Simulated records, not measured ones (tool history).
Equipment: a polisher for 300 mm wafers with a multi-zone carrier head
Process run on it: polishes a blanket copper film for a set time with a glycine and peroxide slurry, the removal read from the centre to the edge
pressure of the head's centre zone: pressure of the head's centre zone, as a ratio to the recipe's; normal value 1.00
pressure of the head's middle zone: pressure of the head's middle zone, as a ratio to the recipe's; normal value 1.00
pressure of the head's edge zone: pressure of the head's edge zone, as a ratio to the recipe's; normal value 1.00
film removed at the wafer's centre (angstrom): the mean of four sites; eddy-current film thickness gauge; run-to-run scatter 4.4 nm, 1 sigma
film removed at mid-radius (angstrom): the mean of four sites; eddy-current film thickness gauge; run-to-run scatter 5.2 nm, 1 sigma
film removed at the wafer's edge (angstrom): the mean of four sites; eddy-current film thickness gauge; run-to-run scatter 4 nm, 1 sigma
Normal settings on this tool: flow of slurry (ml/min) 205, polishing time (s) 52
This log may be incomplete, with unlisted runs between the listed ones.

run,hour,flow of slurry (ml/min),pressure of the head's centre zone,pressure of the head's middle zone,pressure of the head's edge zone,polishing time (s),"incoming thickness of the incoming film, nm",film removed at the wafer's centre (angstrom),film removed at mid-radius (angstrom),film removed at the wafer's edge (angstrom)
1,0.0,235,1.00,1.00,1.00,59,948.5,3891,3997,4054
# hour 33.4: carrier head's membrane replaced by a new one
2,69.5,205,1.00,1.00,1.00,52,928.3,3375,3416,3505
# hour 172.8: slurry nozzle cleaned
3,191.9,205,1.00,1.00,1.00,52,926.3,3527,3576,3685
4,235.2,205,1.00,1.00,1.00,52,925.2,3538,3480,3699
# hour 364.6: worn pad replaced by a new one
5,405.4,230,1.00,1.00,1.00,52,947.7,3458,3443,3641
6,495.3,165,1.00,0.96,1.04,58,933.9,3704,3641,4009
7,540.6,240,1.08,1.07,1.00,38,933.2,2718,2652,2600
8,639.5,240,1.08,1.07,1.00,38,931.0,2773,2675,2616
9,719.3,140,1.00,0.91,1.00,52,920.9,3115,2954,3418
# hour 729.5: slurry nozzle cleaned
# hour 754.5: edge zone pressure recalibrated
10,785.1,205,1.05,1.00,1.00,59,932.1,4176,3931,4049
11,822.2,205,1.00,1.00,1.00,52,944.4,3468,3456,3570
# hour 849.1: centre zone pressure recalibrated
12,867.7,205,1.00,1.00,1.00,52,946.9,3362,3459,3619
# hour 907.1: worn pad replaced by a new one
13,971.3,205,1.04,1.04,1.00,52,938.0,3465,3501,3567
14,1070.9,205,0.95,0.89,1.00,52,945.4,3239,3003,3505
15,1190.0,205,1.00,1.00,1.00,52,924.9,3310,3379,3522
# hour 1208.5: slurry nozzle cleaned
16,1230.5,205,1.00,1.00,1.00,52,938.3,3552,3566,3686
17,1280.3,175,0.89,0.94,1.00,52,942.5,3033,3255,3630
18,1365.3,185,0.92,1.07,1.00,52,931.2,3089,3691,3581
# hour 1402.1: worn pad replaced by a new one
19,1453.0,205,0.94,1.00,1.00,52,939.9,3221,3484,3559
# hour 1469.3: carrier head's membrane replaced by a new one
20,1540.1,205,1.00,1.00,1.00,52,947.7,3465,3451,3595
21,1628.1,205,1.00,0.93,1.07,52,942.2,3385,3178,3694

Each row is a separate what-if for the run after 21, all from the same tool condition, not one after another. Results?
A,1628.5,205,1.00,1.00,1.00,52,941.6,?,?,?
B,1628.5,265,1.00,1.00,1.00,52,941.6,?,?,?
C,1628.5,240,1.00,1.00,1.00,43,941.6,?,?,?
D,1628.5,150,1.00,1.00,1.00,52,941.6,?,?,?
E,1628.5,275,1.00,1.00,1.00,52,941.6,?,?,?

run,film removed at the wafer's centre (angstrom),film removed at mid-radius (angstrom),film removed at the wafer's edge (angstrom)
A,3461,3458,3535
B,3601,3582,3626
C,2935,2923,2970
D,3273,3293,3415
E,3621,3599,3638
With no hidden state in the tool, these same runs would have given:
run,film removed at the wafer's centre (angstrom),film removed at mid-radius (angstrom),film removed at the wafer's edge (angstrom)
A,3695,3664,3687
B,3800,3758,3757
C,3110,3079,3085
D,3553,3539,3594
E,3814,3770,3767
